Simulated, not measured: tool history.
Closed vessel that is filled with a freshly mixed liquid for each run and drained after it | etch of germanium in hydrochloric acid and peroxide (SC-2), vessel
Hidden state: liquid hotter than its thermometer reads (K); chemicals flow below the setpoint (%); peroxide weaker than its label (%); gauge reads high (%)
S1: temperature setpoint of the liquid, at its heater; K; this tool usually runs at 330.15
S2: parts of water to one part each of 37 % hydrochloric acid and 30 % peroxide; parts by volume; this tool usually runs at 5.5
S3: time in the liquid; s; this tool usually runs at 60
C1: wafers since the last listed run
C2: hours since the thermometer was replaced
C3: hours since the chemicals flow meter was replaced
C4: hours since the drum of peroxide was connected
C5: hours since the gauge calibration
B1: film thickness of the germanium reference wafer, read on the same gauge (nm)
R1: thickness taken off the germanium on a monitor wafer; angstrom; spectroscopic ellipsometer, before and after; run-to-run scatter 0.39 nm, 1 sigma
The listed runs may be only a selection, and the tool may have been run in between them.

run,hour,S1,S2,S3,C1,C2,C3,C4,C5,B1,R1
1,0.0,330.15,5.5,35,0,2120.4,346.0,633.0,195.9,100.01,683.2
2,33.1,330.15,5.5,35,4880,2153.5,379.1,666.1,229.0,99.96,679.3
3,49.3,330.15,5.5,60,2388,2169.7,395.3,682.3,245.2,99.98,1166.3
4,69.4,330.15,5.5,60,2963,2189.8,415.4,702.4,265.3,100.03,1164.6
5,94.6,330.15,5.5,60,3715,2215.0,440.6,727.6,290.5,100.02,1164.8
6,128.6,333.65,5.5,60,5012,2249.0,474.6,761.6,324.5,100.00,1305.2
7,154.0,330.15,5.5,85,3744,2274.4,500.0,787.0,349.9,100.01,1655.0
8,185.2,330.15,5.5,85,4600,2305.6,531.2,818.2,381.1,99.97,1650.9
9,202.9,330.15,5.5,60,2609,2323.3,548.9,835.9,398.8,100.00,1171.8
10,218.9,330.15,4.0,85,2359,2339.3,564.9,851.9,414.8,100.01,1676.4
11,248.8,330.15,4.0,85,4408,2369.2,594.8,881.8,444.7,100.00,1681.7
12,284.8,330.15,5.5,60,5307,2405.2,630.8,917.8,480.7,100.00,1175.8
# hour 290.2: chemicals flow meter replaced
# hour 303.7: gauge calibrated
13,309.2,324.15,7.0,60,3450,2429.6,19.0,942.2,5.5,100.00,963.4
14,340.6,330.15,5.5,85,4629,2461.0,50.4,973.6,36.9,100.00,1659.8
15,382.2,330.15,5.5,60,6133,2502.6,92.0,1015.2,78.5,100.01,1173.8
16,423.9,330.15,4.0,50,6148,2544.3,133.7,1056.9,120.2,100.05,991.2
# hour 425.1: thermometer replaced
17,450.0,324.15,4.0,70,3700,24.9,159.8,1083.0,146.3,100.01,1055.3
18,476.4,321.15,5.5,60,3892,51.3,186.2,1109.4,172.7,99.97,817.3
19,505.6,324.15,4.0,70,4305,80.5,215.4,1138.6,201.9,99.99,1055.0
20,518.7,330.15,4.5,80,1931,93.6,228.5,1151.7,215.0,100.01,1451.3
# hour 528.5: new drum of peroxide connected
21,535.2,322.15,7.0,60,2285,110.1,245.0,6.7,231.5,99.98,835.1
22,550.5,333.65,5.5,75,2255,125.4,260.3,22.0,246.8,99.98,1516.8
23,579.4,326.15,4.0,60,4260,154.3,289.2,50.9,275.7,99.99,972.4
24,606.1,330.15,6.5,60,3936,181.0,315.9,77.6,302.4,99.99,1077.4
25,620.0,330.15,8.0,60,2049,194.9,329.8,91.5,316.3,100.02,1057.2
26,633.8,340.15,4.5,75,2034,208.7,343.6,105.3,330.1,100.00,1848.0

What does the tool deliver on the next run?
27,645.9,323.65,4.0,30,1784,220.8,355.7,117.4,342.2,?,?

B1: 99.96
R1: 447.5 angstrom
With the hidden condition absent and the run-to-run variation left alone, this run would have shown R1 443.6 angstrom.
